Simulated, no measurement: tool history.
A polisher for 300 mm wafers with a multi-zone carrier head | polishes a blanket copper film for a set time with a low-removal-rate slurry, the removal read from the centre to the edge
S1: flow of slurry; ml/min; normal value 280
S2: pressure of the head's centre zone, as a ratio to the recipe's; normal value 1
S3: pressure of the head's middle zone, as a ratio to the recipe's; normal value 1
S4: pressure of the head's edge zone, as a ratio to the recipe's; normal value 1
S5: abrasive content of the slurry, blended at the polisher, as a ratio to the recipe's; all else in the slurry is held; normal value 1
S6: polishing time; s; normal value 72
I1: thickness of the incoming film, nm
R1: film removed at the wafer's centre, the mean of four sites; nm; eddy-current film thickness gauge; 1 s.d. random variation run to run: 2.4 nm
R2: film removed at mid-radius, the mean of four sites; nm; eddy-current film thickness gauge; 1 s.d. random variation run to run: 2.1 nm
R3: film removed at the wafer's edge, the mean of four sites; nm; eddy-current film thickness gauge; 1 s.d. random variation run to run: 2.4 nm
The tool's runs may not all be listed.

run     day   S1    S2    S3    S4    S5  S6      I1     R1     R2     R3
  1       0  310     1     1  0.93   0.7  52  1495.5  145.4  143.9  135.1
  2   0.492  320     1     1     1  1.25  72  1501.4  211.6    215  216.6
  3   0.758  280     1  0.91     1     1  72    1475  203.4  191.4  204.3
  4   1.304  280  1.11     1     1     1  72  1507.9  228.9  203.9  202.3
  5   1.929  280  1.06  0.94     1     1  72  1491.2  212.6    193    196
  6   2.338  245     1     1     1     1  72  1486.1  194.7  195.8  192.9
  7   2.712  355   0.9  0.95  0.91     1  72    1510  184.3  197.4  192.4
  8   4.021  280  1.06  0.94     1     1  72  1505.2  201.9  183.1  188.6
      4.458  -- worn pad replaced by a new one
        4.5  -- edge zone pressure recalibrated
  9   4.592  280     1     1     1     1  72  1500.2  206.1  207.4  204.1
 10   5.079  280     1     1     1     1  72  1515.6  210.8  206.8  209.4
 11   5.583  280  0.92  1.06     1  0.75  72  1485.6  187.3  208.1  199.4
 12   6.271  280   1.1     1     1   0.9  91  1488.5  282.2  254.4  253.1
 13   6.854  280  1.08     1     1     1  72  1485.4    223  211.8  204.9
 14   7.438  280     1     1     1     1  72  1505.4  206.7  206.9  204.5
 15   7.738  205     1  1.05     1     1  72  1489.9  196.9    205  197.1
 16   8.092  220     1     1     1     1  72    1478  197.1  192.5  198.9
 17   8.421  280     1     1     1     1  72    1495  200.6  201.8  201.9
 18   8.988  280  1.06     1     1     1  72  1486.5  216.4  198.7  201.3
 19   9.625  280     1     1     1     1  72  1483.3  200.1    197  197.8
 20   9.983  310  0.94     1  0.96     1  54  1508.3  139.8  150.7  142.8
 21    10.3  280  0.91  0.91     1     1  47  1473.6  117.4  119.6  126.5
     10.633  -- worn pad replaced by a new one
 22  11.008  280  0.96  1.07     1     1  72  1484.7    199  216.5  204.4
 23  12.604  280     1     1     1     1  72    1505  205.3  204.6  204.9

Alternative continuations, all from the tool just after run 23; predict every row:
  A  12.621  280     1     1   1     1  72  1469.6   ?   ?   ?
  B  12.621  280  1.06  0.96   1  1.15  72  1469.6   ?   ?   ?
  C  12.621  280     1  1.08   1     1  72  1469.6   ?   ?   ?

run     R1     R2     R3
  A  205.1  204.4  204.3
  B  221.9  202.5  208.5
  C  205.2  216.1  204.1
The same runs, with their run-to-run variation unchanged, on a tool lacking any hidden condition would have given:
run     R1     R2     R3
  A  210.3  209.6  209.5
  B  227.5  207.7  213.8
  C  210.4  221.6  209.3

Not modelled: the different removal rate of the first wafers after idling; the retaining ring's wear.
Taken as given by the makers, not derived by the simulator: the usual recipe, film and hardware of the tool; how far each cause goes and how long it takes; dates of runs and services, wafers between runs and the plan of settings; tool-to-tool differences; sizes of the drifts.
